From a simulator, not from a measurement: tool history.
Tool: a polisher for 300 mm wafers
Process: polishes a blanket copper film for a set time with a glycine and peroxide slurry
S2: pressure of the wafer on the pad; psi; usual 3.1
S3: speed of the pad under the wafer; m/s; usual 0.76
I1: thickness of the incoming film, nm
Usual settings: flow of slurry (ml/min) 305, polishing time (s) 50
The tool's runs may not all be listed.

run 1 hour=0.0 | flow_of_slurry_(ml/min)=305 S2=3.1 S3=0.76 polishing_time_(s)=50 | I1=2338.7 | film_removed_(nm)=199.8
run 2 hour=24.1 | flow_of_slurry_(ml/min)=305 S2=3.1 S3=0.76 polishing_time_(s)=50 | I1=2392.3 | film_removed_(nm)=197.7
run 3 hour=54.9 | flow_of_slurry_(ml/min)=305 S2=3.1 S3=0.76 polishing_time_(s)=50 | I1=2324.3 | film_removed_(nm)=197.7
run 4 hour=79.4 | flow_of_slurry_(ml/min)=305 S2=3.1 S3=0.76 polishing_time_(s)=50 | I1=2350.9 | film_removed_(nm)=198.8
run 5 hour=123.0 | flow_of_slurry_(ml/min)=305 S2=3.1 S3=0.76 polishing_time_(s)=50 | I1=2384.9 | film_removed_(nm)=193.9
run 6 hour=188.7 | flow_of_slurry_(ml/min)=305 S2=3.1 S3=0.76 polishing_time_(s)=50 | I1=2347.8 | film_removed_(nm)=191.0
run 7 hour=312.6 | flow_of_slurry_(ml/min)=305 S2=3.1 S3=0.76 polishing_time_(s)=50 | I1=2309.5 | film_removed_(nm)=199.8
run 8 hour=350.7 | flow_of_slurry_(ml/min)=305 S2=3.1 S3=0.76 polishing_time_(s)=50 | I1=2354.8 | film_removed_(nm)=203.3
run 9 hour=391.9 | flow_of_slurry_(ml/min)=305 S2=3.1 S3=0.76 polishing_time_(s)=50 | I1=2352.2 | film_removed_(nm)=202.0
run 10 hour=458.6 | flow_of_slurry_(ml/min)=305 S2=3.1 S3=0.76 polishing_time_(s)=50 | I1=2356.5 | film_removed_(nm)=204.4
run 11 hour=511.7 | flow_of_slurry_(ml/min)=305 S2=3.1 S3=0.76 polishing_time_(s)=50 | I1=2388.7 | film_removed_(nm)=204.1
run 12 hour=576.7 | flow_of_slurry_(ml/min)=305 S2=3.1 S3=0.76 polishing_time_(s)=50 | I1=2352.1 | film_removed_(nm)=193.3
run 13 hour=609.4 | flow_of_slurry_(ml/min)=305 S2=3.1 S3=0.64 polishing_time_(s)=50 | I1=2316.7 | film_removed_(nm)=172.9
run 14 hour=657.6 | flow_of_slurry_(ml/min)=305 S2=3.1 S3=0.64 polishing_time_(s)=50 | I1=2362.0 | film_removed_(nm)=172.7
run 15 hour=695.7 | flow_of_slurry_(ml/min)=305 S2=3.1 S3=0.64 polishing_time_(s)=50 | I1=2369.7 | film_removed_(nm)=173.7
run 16 hour=756.0 | flow_of_slurry_(ml/min)=375 S2=3.1 S3=0.76 polishing_time_(s)=50 | I1=2321.8 | film_removed_(nm)=196.8
run 17 hour=808.3 | flow_of_slurry_(ml/min)=305 S2=3.8 S3=0.76 polishing_time_(s)=50 | I1=2364.5 | film_removed_(nm)=227.0
run 18 hour=865.4 | flow_of_slurry_(ml/min)=400 S2=3.1 S3=0.76 polishing_time_(s)=57 | I1=2320.8 | film_removed_(nm)=247.8
run 19 hour=927.2 | flow_of_slurry_(ml/min)=335 S2=2.3 S3=0.76 polishing_time_(s)=50 | I1=2393.8 | film_removed_(nm)=164.2
run 20 hour=957.5 | flow_of_slurry_(ml/min)=370 S2=3.1 S3=0.54 polishing_time_(s)=65 | I1=2325.9 | film_removed_(nm)=211.6
run 21 hour=1017.0 | flow_of_slurry_(ml/min)=365 S2=4.0 S3=0.76 polishing_time_(s)=50 | I1=2327.0 | film_removed_(nm)=252.4
run 22 hour=1041.7 | flow_of_slurry_(ml/min)=305 S2=3.1 S3=0.76 polishing_time_(s)=50 | I1=2335.4 | film_removed_(nm)=198.8
run 23 hour=1083.1 | flow_of_slurry_(ml/min)=375 S2=3.1 S3=0.52 polishing_time_(s)=45 | I1=2356.8 | film_removed_(nm)=140.8
run 24 hour=1133.3 | flow_of_slurry_(ml/min)=230 S2=2.4 S3=0.52 polishing_time_(s)=35 | I1=2361.0 | film_removed_(nm)=85.2
run 25 hour=1166.0 | flow_of_slurry_(ml/min)=305 S2=3.1 S3=0.76 polishing_time_(s)=63 | I1=2402.4 | film_removed_(nm)=254.7
run 26 hour=1236.7 | flow_of_slurry_(ml/min)=305 S2=3.8 S3=0.76 polishing_time_(s)=57 | I1=2334.7 | film_removed_(nm)=266.3
run 27 hour=1278.6 | flow_of_slurry_(ml/min)=305 S2=3.1 S3=0.76 polishing_time_(s)=32 | I1=2335.4 | film_removed_(nm)=126.9
run 28 hour=1321.8 | flow_of_slurry_(ml/min)=305 S2=3.1 S3=0.76 polishing_time_(s)=50 | I1=2338.9 | film_removed_(nm)=196.7
run 29 hour=1365.3 | flow_of_slurry_(ml/min)=205 S2=3.1 S3=0.96 polishing_time_(s)=55 | I1=2349.1 | film_removed_(nm)=249.4
run 30 hour=1419.7 | flow_of_slurry_(ml/min)=305 S2=3.8 S3=0.76 polishing_time_(s)=50 | I1=2358.3 | film_removed_(nm)=250.7
run 31 hour=1476.4 | flow_of_slurry_(ml/min)=345 S2=2.3 S3=0.76 polishing_time_(s)=50 | I1=2379.5 | film_removed_(nm)=164.5

Taken out of this log: 10 entries between the listed runs. Where each belongs, and how the hidden state differs across it:
Between runs 2 and 3: worn pad replaced by a new one (hour 54.4)
  deviation of the head's pressure from its setpoint, %: -6.2 -> -6.58
  measured less the result without the state, film removed (nm): -10.3 -> -11.0
Between runs 6 and 7: slurry nozzle cleaned (hour 203.7); head pressure recalibrated (hour 258.7)
  deviation of the head's pressure from its setpoint, %: -8.25 -> -2.46
  measured less the result without the state, film removed (nm): -13.5 -> -4.1
Between runs 8 and 9: worn pad replaced by a new one (hour 369.9)
  deviation of the head's pressure from its setpoint, %: -2.94 -> -3.45
  measured less the result without the state, film removed (nm): -4.9 -> -5.7
Between runs 14 and 15: worn pad replaced by a new one (hour 671.9)
  deviation of the head's pressure from its setpoint, %: -6.76 -> -7.24
  measured less the result without the state, film removed (nm): -9.4 -> -10.3
Between runs 17 and 18: head pressure recalibrated (hour 819.4); slurry nozzle cleaned (hour 834.1)
  deviation of the head's pressure from its setpoint, %: -8.64 -> -0.389
  measured less the result without the state, film removed (nm): -17.5 -> -0.8
Between runs 19 and 20: worn pad replaced by a new one (hour 933.8)
  deviation of the head's pressure from its setpoint, %: -1.16 -> -1.54
  measured less the result without the state, film removed (nm): -1.5 -> -2.5
Between runs 25 and 26: worn pad replaced by a new one (hour 1203.7)
  deviation of the head's pressure from its setpoint, %: -4.14 -> -5.02
  measured less the result without the state, film removed (nm): -8.7 -> -11.6
Between runs 29 and 30: head pressure recalibrated (hour 1387.0)
  deviation of the head's pressure from its setpoint, %: -6.62 -> 0.166
  measured less the result without the state, film removed (nm): -14.6 -> +0.3
